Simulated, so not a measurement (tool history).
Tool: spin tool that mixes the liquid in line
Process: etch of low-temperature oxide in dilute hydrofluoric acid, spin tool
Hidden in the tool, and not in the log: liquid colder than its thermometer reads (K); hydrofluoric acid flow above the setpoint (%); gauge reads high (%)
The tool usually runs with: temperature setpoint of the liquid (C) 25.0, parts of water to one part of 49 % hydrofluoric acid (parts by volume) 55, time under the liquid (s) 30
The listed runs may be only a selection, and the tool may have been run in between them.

run   hour  temperature setpoint of the liquid (C)  parts of water to one part of 49 % hydrofluoric acid (parts by volume)  time under the liquid (s)  wafers since the last listed run  hours since the thermometer was replaced  hours since the hydrofluoric acid flow meter was replaced  hours since the gauge calibration  read-back film thickness of the low-temperature oxide reference wafer, read on the same gauge (nm)  thickness taken off the low-temperature oxide on a monitor wafer (nm)
  1    0.0                                    25.0                                                                      55                         30                                 0                                    1688.9                                                     2253.2                              312.4                                                                                              120.03                                                                  13.01
  2   18.6                                    25.0                                                                      55                         30                               188                                    1707.5                                                     2271.8                              331.0                                                                                              120.00                                                                  13.10
  3   47.0                                    25.0                                                                      55                         30                               288                                    1735.9                                                     2300.2                              359.4                                                                                              120.01                                                                  13.04
  4   61.0                                    23.0                                                                      55                         30                               142                                    1749.9                                                     2314.2                              373.4                                                                                              119.96                                                                  12.02
  5   81.0                                    25.0                                                                      55                         30                               203                                    1769.9                                                     2334.2                              393.4                                                                                              119.97                                                                  13.13
  6  111.0                                    25.0                                                                      55                         30                               304                                    1799.9                                                     2364.2                              423.4                                                                                              120.05                                                                  13.10
  7  124.4                                    25.0                                                                      55                         30                               136                                    1813.3                                                     2377.6                              436.8                                                                                              120.02                                                                  13.03
  8  155.9                                    25.0                                                                      55                         30                               319                                    1844.8                                                     2409.1                              468.3                                                                                              120.02                                                                  13.06
  9  175.8                                    28.0                                                                      55                         30                               202                                    1864.7                                                     2429.0                              488.2                                                                                              120.00                                                                  14.78
 10  196.0                                    28.0                                                                      55                         30                               205                                    1884.9                                                     2449.2                              508.4                                                                                              120.02                                                                  14.86
     210.4  -- thermometer replaced
     215.4  -- hydrofluoric acid flow meter replaced
 11  224.8                                    28.0                                                                      55                         30                               272                                      14.4                                                        9.4                              537.2                                                                                              120.03                                                                  14.35
 12  249.7                                    25.0                                                                      55                         30                               252                                      39.3                                                       34.3                              562.1                                                                                              120.02                                                                  12.77
 13  282.0                                    25.0                                                                      55                         30                               328                                      71.6                                                       66.6                              594.4                                                                                              119.98                                                                  12.80
 14  303.6                                    25.0                                                                      80                         30                               219                                      93.2                                                       88.2                              616.0                                                                                              119.97                                                                   8.55
 15  329.2                                    25.0                                                                      35                         25                               260                                     118.8                                                      113.8                              641.6                                                                                              119.96                                                                  17.17
 16  342.0                                    25.0                                                                      85                         30                               130                                     131.6                                                      126.6                              654.4                                                                                              120.01                                                                   7.89
 17  370.2                                    25.0                                                                      70                         30                               286                                     159.8                                                      154.8                              682.6                                                                                              119.99                                                                   9.89
 18  387.8                                    28.0                                                                      40                         40                               178                                     177.4                                                      172.4                              700.2                                                                                              119.94                                                                  27.05
     413.6  -- gauge calibrated
 19  423.7                                    25.0                                                                      75                         30                               364                                     213.3                                                      208.3                               10.1                                                                                              120.03                                                                   9.10
 20  448.5                                    22.5                                                                      55                         30                               251                                     238.1                                                      233.1                               34.9                                                                                              119.97                                                                  11.52
 21  477.0                                    22.0                                                                      80                         50                               289                                     266.6                                                      261.6                               63.4                                                                                              120.04                                                                  12.56
 22  495.9                                    25.0                                                                      55                         30                               191                                     285.5                                                      280.5                               82.3                                                                                              120.01                                                                  12.77
 23  514.7                                    22.5                                                                      75                         15                               190                                     304.3                                                      299.3                              101.1                                                                                              119.95                                                                   4.16
 24  530.5                                    25.0                                                                      55                         30                               160                                     320.1                                                      315.1                              116.9                                                                                              119.99                                                                  12.76
 25  620.1                                    27.5                                                                      55                         30                               910                                     409.7                                                      404.7                              206.5                                                                                              119.96                                                                  14.19
 26  637.9                                    28.0                                                                      80                         15                               180                                     427.5                                                      422.5                              224.3                                                                                              120.00                                                                   4.78
 27  658.0                                    22.5                                                                      75                         15                               204                                     447.6                                                      442.6                              244.4                                                                                              120.00                                                                   4.14
 28  691.2                                    25.0                                                                      55                         50                               337                                     480.8                                                      475.8                              277.6                                                                                              119.99                                                                  21.52
 29  726.4                                    28.5                                                                      70                         40                               357                                     516.0                                                      511.0                              312.8                                                                                              119.99                                                                  15.06
 30  751.0                                    27.5                                                                      55                         30                               249                                     540.6                                                      535.6                              337.4                                                                                              120.03                                                                  14.28
 31  773.7                                    27.0                                                                      70                         45                               230                                     563.3                                                      558.3                              360.1                                                                                              119.99                                                                  16.06
 32  791.5                                    25.0                                                                      80                         30                               180                                     581.1                                                      576.1                              377.9                                                                                              120.01                                                                   8.47

Consider 4 possible next runs. They are alternatives, not a sequence: every one starts from the tool as it was left by run 32. What does each give?
  A  791.9                                    25.0                                                                      55                         30                                 4                                     581.5                                                      576.5                              378.3                                                                                                   ?                                                                      ?
  B  791.9                                    21.0                                                                      40                         35                                 4                                     581.5                                                      576.5                              378.3                                                                                                   ?                                                                      ?
  C  791.9                                    27.5                                                                      40                         30                                 4                                     581.5                                                      576.5                              378.3                                                                                                   ?                                                                      ?
  D  791.9                                    25.0                                                                      55                         40                                 4                                     581.5                                                      576.5                              378.3                                                                                                   ?                                                                      ?

run  read-back film thickness of the low-temperature oxide reference wafer, read on the same gauge (nm)  thickness taken off the low-temperature oxide on a monitor wafer (nm)
  A                                                                                              119.97                                                                  12.76
  B                                                                                              119.97                                                                  17.64
  C                                                                                              119.97                                                                  19.82
  D                                                                                              119.97                                                                  17.01
The same runs, with their run-to-run variation unchanged, on a tool lacking any hidden condition would have given:
run  thickness taken off the low-temperature oxide on a monitor wafer (nm)
  A                                                                  12.67
  B                                                                  17.55
  C                                                                  19.69
  D                                                                  16.90

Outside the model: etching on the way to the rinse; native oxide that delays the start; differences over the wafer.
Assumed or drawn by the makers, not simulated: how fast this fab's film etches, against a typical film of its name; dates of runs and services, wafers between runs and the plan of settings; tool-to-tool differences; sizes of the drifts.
